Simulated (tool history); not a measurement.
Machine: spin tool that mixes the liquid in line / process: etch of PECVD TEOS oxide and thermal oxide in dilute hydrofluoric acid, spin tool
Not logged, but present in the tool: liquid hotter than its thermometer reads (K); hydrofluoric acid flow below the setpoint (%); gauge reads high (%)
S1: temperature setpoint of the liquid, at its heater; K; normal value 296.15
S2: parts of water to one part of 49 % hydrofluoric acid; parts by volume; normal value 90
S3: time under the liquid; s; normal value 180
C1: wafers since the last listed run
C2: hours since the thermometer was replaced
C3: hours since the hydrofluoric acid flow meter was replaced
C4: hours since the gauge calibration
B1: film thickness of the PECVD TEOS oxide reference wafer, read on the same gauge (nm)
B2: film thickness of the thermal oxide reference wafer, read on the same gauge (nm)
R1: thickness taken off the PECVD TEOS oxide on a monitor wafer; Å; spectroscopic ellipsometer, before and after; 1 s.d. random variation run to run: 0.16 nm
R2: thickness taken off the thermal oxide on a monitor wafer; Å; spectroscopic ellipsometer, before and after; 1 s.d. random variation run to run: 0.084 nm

run 1 hour=0.0 | S1=296.15 S2=90 S3=180 | C1=0 C2=1086.4 C3=982.2 C4=625.3 | B1=79.99 B2=30.01 | R1=184.2 R2=94.2
run 2 hour=55.0 | S1=296.15 S2=90 S3=180 | C1=552 C2=1141.4 C3=1037.2 C4=680.3 | B1=80.03 B2=29.98 | R1=180.4 R2=92.0
run 3 hour=126.0 | S1=296.15 S2=90 S3=180 | C1=713 C2=1212.4 C3=1108.2 C4=751.3 | B1=80.03 B2=30.02 | R1=180.5 R2=91.2
run 4 hour=177.8 | S1=296.15 S2=90 S3=180 | C1=520 C2=1264.2 C3=1160.0 C4=803.1 | B1=80.03 B2=29.98 | R1=180.6 R2=91.2
run 5 hour=239.3 | S1=296.15 S2=90 S3=225 | C1=617 C2=1325.7 C3=1221.5 C4=864.6 | B1=80.00 B2=30.03 | R1=222.6 R2=115.0
-- hour=282.6 gauge calibrated
run 6 hour=306.3 | S1=296.15 S2=90 S3=225 | C1=673 C2=1392.7 C3=1288.5 C4=23.7 | B1=79.99 B2=30.02 | R1=224.7 R2=116.0
run 7 hour=353.2 | S1=296.15 S2=90 S3=180 | C1=471 C2=1439.6 C3=1335.4 C4=70.6 | B1=79.93 B2=29.98 | R1=179.5 R2=92.0
run 8 hour=407.6 | S1=292.15 S2=105 S3=260 | C1=546 C2=1494.0 C3=1389.8 C4=125.0 | B1=80.02 B2=30.05 | R1=187.9 R2=96.0
-- hour=455.5 thermometer replaced
run 9 hour=472.4 | S1=299.15 S2=110 S3=250 | C1=640 C2=16.9 C3=1454.6 C4=189.8 | B1=80.00 B2=30.01 | R1=224.3 R2=115.0
run 10 hour=541.2 | S1=296.15 S2=90 S3=180 | C1=691 C2=85.7 C3=1523.4 C4=258.6 | B1=80.06 B2=29.93 | R1=180.1 R2=92.8
-- hour=572.5 hydrofluoric acid flow meter replaced
run 11 hour=592.7 | S1=294.65 S2=60 S3=110 | C1=507 C2=137.2 C3=20.2 C4=310.1 | B1=80.03 B2=30.00 | R1=163.7 R2=83.8
run 12 hour=646.2 | S1=296.15 S2=90 S3=180 | C1=537 C2=190.7 C3=73.7 C4=363.6 | B1=80.04 B2=29.97 | R1=181.3 R2=93.9
run 13 hour=701.9 | S1=300.65 S2=120 S3=180 | C1=559 C2=246.4 C3=129.4 C4=419.3 | B1=80.01 B2=30.00 | R1=155.7 R2=79.8
run 14 hour=769.8 | S1=300.15 S2=90 S3=260 | C1=682 C2=314.3 C3=197.3 C4=487.2 | B1=80.00 B2=29.99 | R1=308.2 R2=158.0

What if the next run were any one of these 5? Each begins from the tool's condition after run 14:
run A hour=770.3 | S1=296.15 S2=90 S3=180 | C1=5 C2=314.8 C3=197.8 C4=487.7 | B1=? B2=? | R1=? R2=?
run B hour=770.3 | S1=298.65 S2=90 S3=180 | C1=5 C2=314.8 C3=197.8 C4=487.7 | B1=? B2=? | R1=? R2=?
run C hour=770.3 | S1=299.15 S2=130 S3=260 | C1=5 C2=314.8 C3=197.8 C4=487.7 | B1=? B2=? | R1=? R2=?
run D hour=770.3 | S1=296.15 S2=60 S3=265 | C1=5 C2=314.8 C3=197.8 C4=487.7 | B1=? B2=? | R1=? R2=?
run E hour=770.3 | S1=294.15 S2=55 S3=180 | C1=5 C2=314.8 C3=197.8 C4=487.7 | B1=? B2=? | R1=? R2=?

run=A B1=80.00 B2=30.00 R1=181.5 R2=92.2
run=B B1=80.00 B2=30.00 R1=200.5 R2=101.9
run=C B1=80.00 B2=30.00 R1=194.3 R2=98.8
run=D B1=80.00 B2=30.00 R1=416.0 R2=211.5
run=E B1=80.00 B2=30.00 R1=285.5 R2=145.1
Had the tool no hidden state, the same runs would have come out as:
run=A R1=181.5 R2=92.2
run=B R1=200.5 R2=101.9
run=C R1=194.3 R2=98.8
run=D R1=416.0 R2=211.5
run=E R1=285.5 R2=145.1
